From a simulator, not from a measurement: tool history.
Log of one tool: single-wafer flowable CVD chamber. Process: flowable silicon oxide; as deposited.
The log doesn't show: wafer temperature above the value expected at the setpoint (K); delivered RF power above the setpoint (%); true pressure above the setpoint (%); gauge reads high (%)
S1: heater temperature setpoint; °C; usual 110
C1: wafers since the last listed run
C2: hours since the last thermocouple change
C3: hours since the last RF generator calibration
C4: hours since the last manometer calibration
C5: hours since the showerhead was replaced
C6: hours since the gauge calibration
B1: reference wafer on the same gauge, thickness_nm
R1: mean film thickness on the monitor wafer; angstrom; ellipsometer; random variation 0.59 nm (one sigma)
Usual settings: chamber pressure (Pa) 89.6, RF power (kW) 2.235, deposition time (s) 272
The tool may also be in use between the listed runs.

run 1 hour=0.0 | S1=110 chamber_pressure_(Pa)=89.6 RF_power_(kW)=2.235 deposition_time_(s)=272 | C1=0 C2=207.6 C3=132.0 C4=469.3 C5=2353.2 C6=1598.2 | B1=82.034 | R1=956.96
run 2 hour=103.1 | S1=110 chamber_pressure_(Pa)=89.6 RF_power_(kW)=2.235 deposition_time_(s)=272 | C1=743 C2=310.7 C3=235.1 C4=572.4 C5=2456.3 C6=1701.3 | B1=81.877 | R1=940.65
run 3 hour=177.7 | S1=110 chamber_pressure_(Pa)=89.6 RF_power_(kW)=2.235 deposition_time_(s)=272 | C1=537 C2=385.3 C3=309.7 C4=647.0 C5=2530.9 C6=1775.9 | B1=81.952 | R1=938.20
run 4 hour=221.0 | S1=110 chamber_pressure_(Pa)=89.6 RF_power_(kW)=2.355 deposition_time_(s)=294 | C1=312 C2=428.6 C3=353.0 C4=690.3 C5=2574.2 C6=1819.2 | B1=81.904 | R1=1022.96
run 5 hour=314.2 | S1=110 chamber_pressure_(Pa)=89.6 RF_power_(kW)=1.920 deposition_time_(s)=272 | C1=672 C2=521.8 C3=446.2 C4=783.5 C5=2667.4 C6=1912.4 | B1=81.967 | R1=902.99
run 6 hour=367.7 | S1=110 chamber_pressure_(Pa)=89.6 RF_power_(kW)=1.920 deposition_time_(s)=272 | C1=385 C2=575.3 C3=499.7 C4=837.0 C5=2720.9 C6=1965.9 | B1=82.212 | R1=897.38
run 7 hour=429.3 | S1=110 chamber_pressure_(Pa)=89.6 RF_power_(kW)=2.235 deposition_time_(s)=272 | C1=444 C2=636.9 C3=561.3 C4=898.6 C5=2782.5 C6=2027.5 | B1=82.077 | R1=935.90
run 8 hour=527.7 | S1=110 chamber_pressure_(Pa)=89.6 RF_power_(kW)=2.235 deposition_time_(s)=272 | C1=709 C2=735.3 C3=659.7 C4=997.0 C5=2880.9 C6=2125.9 | B1=81.902 | R1=943.09
run 9 hour=588.7 | S1=117 chamber_pressure_(Pa)=89.6 RF_power_(kW)=2.235 deposition_time_(s)=272 | C1=439 C2=796.3 C3=720.7 C4=1058.0 C5=2941.9 C6=2186.9 | B1=82.080 | R1=765.27
run 10 hour=689.0 | S1=117 chamber_pressure_(Pa)=89.6 RF_power_(kW)=2.235 deposition_time_(s)=272 | C1=723 C2=896.6 C3=821.0 C4=1158.3 C5=3042.2 C6=2287.2 | B1=81.966 | R1=762.54
run 11 hour=744.9 | S1=117 chamber_pressure_(Pa)=89.6 RF_power_(kW)=2.235 deposition_time_(s)=272 | C1=403 C2=952.5 C3=876.9 C4=1214.2 C5=3098.1 C6=2343.1 | B1=81.917 | R1=765.04
run 12 hour=798.3 | S1=101 chamber_pressure_(Pa)=89.6 RF_power_(kW)=2.235 deposition_time_(s)=272 | C1=385 C2=1005.9 C3=930.3 C4=1267.6 C5=3151.5 C6=2396.5 | B1=81.969 | R1=1319.65
-- hour=856.6 showerhead replaced
run 13 hour=892.5 | S1=101 chamber_pressure_(Pa)=89.6 RF_power_(kW)=2.235 deposition_time_(s)=272 | C1=621 C2=1100.1 C3=1024.5 C4=1361.8 C5=35.9 C6=2490.7 | B1=81.883 | R1=1326.99
run 14 hour=930.4 | S1=118 chamber_pressure_(Pa)=99.3 RF_power_(kW)=2.235 deposition_time_(s)=272 | C1=273 C2=1138.0 C3=1062.4 C4=1399.7 C5=73.8 C6=2528.6 | B1=81.959 | R1=842.27
run 15 hour=980.2 | S1=120 chamber_pressure_(Pa)=89.6 RF_power_(kW)=2.010 deposition_time_(s)=272 | C1=359 C2=1187.8 C3=1112.2 C4=1449.5 C5=123.6 C6=2578.4 | B1=82.012 | R1=697.58
run 16 hour=1061.7 | S1=118 chamber_pressure_(Pa)=99.3 RF_power_(kW)=2.235 deposition_time_(s)=272 | C1=587 C2=1269.3 C3=1193.7 C4=1531.0 C5=205.1 C6=2659.9 | B1=81.938 | R1=863.35
-- hour=1070.0 gauge calibrated
-- hour=1130.5 thermocouple changed; heater temperature recalibrated
run 17 hour=1143.3 | S1=118 chamber_pressure_(Pa)=72.8 RF_power_(kW)=2.235 deposition_time_(s)=272 | C1=530 C2=12.8 C3=1275.3 C4=1612.6 C5=286.7 C6=73.3 | B1=82.024 | R1=570.55
run 18 hour=1222.9 | S1=99 chamber_pressure_(Pa)=89.6 RF_power_(kW)=2.235 deposition_time_(s)=272 | C1=573 C2=92.4 C3=1354.9 C4=1692.2 C5=366.3 C6=152.9 | B1=81.878 | R1=1305.30
-- hour=1266.3 capacitance manometer re-zeroed and calibrated
run 19 hour=1311.5 | S1=110 chamber_pressure_(Pa)=89.6 RF_power_(kW)=2.235 deposition_time_(s)=272 | C1=581 C2=181.0 C3=1443.5 C4=45.2 C5=454.9 C6=241.5 | B1=82.115 | R1=968.39
run 20 hour=1373.8 | S1=110 chamber_pressure_(Pa)=89.6 RF_power_(kW)=2.235 deposition_time_(s)=323 | C1=449 C2=243.3 C3=1505.8 C4=107.5 C5=517.2 C6=303.8 | B1=81.996 | R1=1134.94
-- hour=1454.7 RF generator calibrated
run 21 hour=1456.6 | S1=120 chamber_pressure_(Pa)=89.6 RF_power_(kW)=2.235 deposition_time_(s)=272 | C1=539 C2=326.1 C3=1.9 C4=190.3 C5=600.0 C6=386.6 | B1=81.904 | R1=693.83
run 22 hour=1551.3 | S1=124 chamber_pressure_(Pa)=89.6 RF_power_(kW)=2.235 deposition_time_(s)=272 | C1=682 C2=420.8 C3=96.6 C4=285.0 C5=694.7 C6=481.3 | B1=81.980 | R1=618.18
run 23 hour=1644.2 | S1=110 chamber_pressure_(Pa)=89.6 RF_power_(kW)=2.235 deposition_time_(s)=272 | C1=669 C2=513.7 C3=189.5 C4=377.9 C5=787.6 C6=574.2 | B1=82.059 | R1=936.33
run 24 hour=1723.8 | S1=110 chamber_pressure_(Pa)=89.6 RF_power_(kW)=2.235 deposition_time_(s)=272 | C1=573 C2=593.3 C3=269.1 C4=457.5 C5=867.2 C6=653.8 | B1=82.102 | R1=944.20
run 25 hour=1784.4 | S1=98 chamber_pressure_(Pa)=106.4 RF_power_(kW)=2.235 deposition_time_(s)=324 | C1=436 C2=653.9 C3=329.7 C4=518.1 C5=927.8 C6=714.4 | B1=82.100 | R1=1984.43
run 26 hour=1861.2 | S1=110 chamber_pressure_(Pa)=98.1 RF_power_(kW)=2.235 deposition_time_(s)=272 | C1=553 C2=730.7 C3=406.5 C4=594.9 C5=1004.6 C6=791.2 | B1=82.082 | R1=1025.33
run 27 hour=1958.1 | S1=100 chamber_pressure_(Pa)=89.6 RF_power_(kW)=2.035 deposition_time_(s)=296 | C1=698 C2=827.6 C3=503.4 C4=691.8 C5=1101.5 C6=888.1 | B1=82.129 | R1=1398.05

Forecast each of these 5 alternatives for the next run:
run A hour=1958.6 | S1=110 chamber_pressure_(Pa)=89.6 RF_power_(kW)=2.235 deposition_time_(s)=246 | C1=3 C2=828.1 C3=503.9 C4=692.3 C5=1102.0 C6=888.6 | B1=? | R1=?
run B hour=1958.6 | S1=115 chamber_pressure_(Pa)=69.5 RF_power_(kW)=2.235 deposition_time_(s)=272 | C1=3 C2=828.1 C3=503.9 C4=692.3 C5=1102.0 C6=888.6 | B1=? | R1=?
run C hour=1958.6 | S1=103 chamber_pressure_(Pa)=72.1 RF_power_(kW)=2.090 deposition_time_(s)=248 | C1=3 C2=828.1 C3=503.9 C4=692.3 C5=1102.0 C6=888.6 | B1=? | R1=?
run D hour=1958.6 | S1=104 chamber_pressure_(Pa)=89.6 RF_power_(kW)=2.235 deposition_time_(s)=272 | C1=3 C2=828.1 C3=503.9 C4=692.3 C5=1102.0 C6=888.6 | B1=? | R1=?
run E hour=1958.6 | S1=105 chamber_pressure_(Pa)=108.1 RF_power_(kW)=2.235 deposition_time_(s)=272 | C1=3 C2=828.1 C3=503.9 C4=692.3 C5=1102.0 C6=888.6 | B1=? | R1=?

run=A B1=81.945 R1=862.25
run=B B1=81.945 R1=630.90
run=C B1=81.945 R1=874.45
run=D B1=81.945 R1=1166.65
run=E B1=81.945 R1=1366.33
Without the tool's hidden state the same runs would have given:
run=A R1=898.33
run=B R1=659.96
run=C R1=912.44
run=D R1=1214.35
run=E R1=1419.14
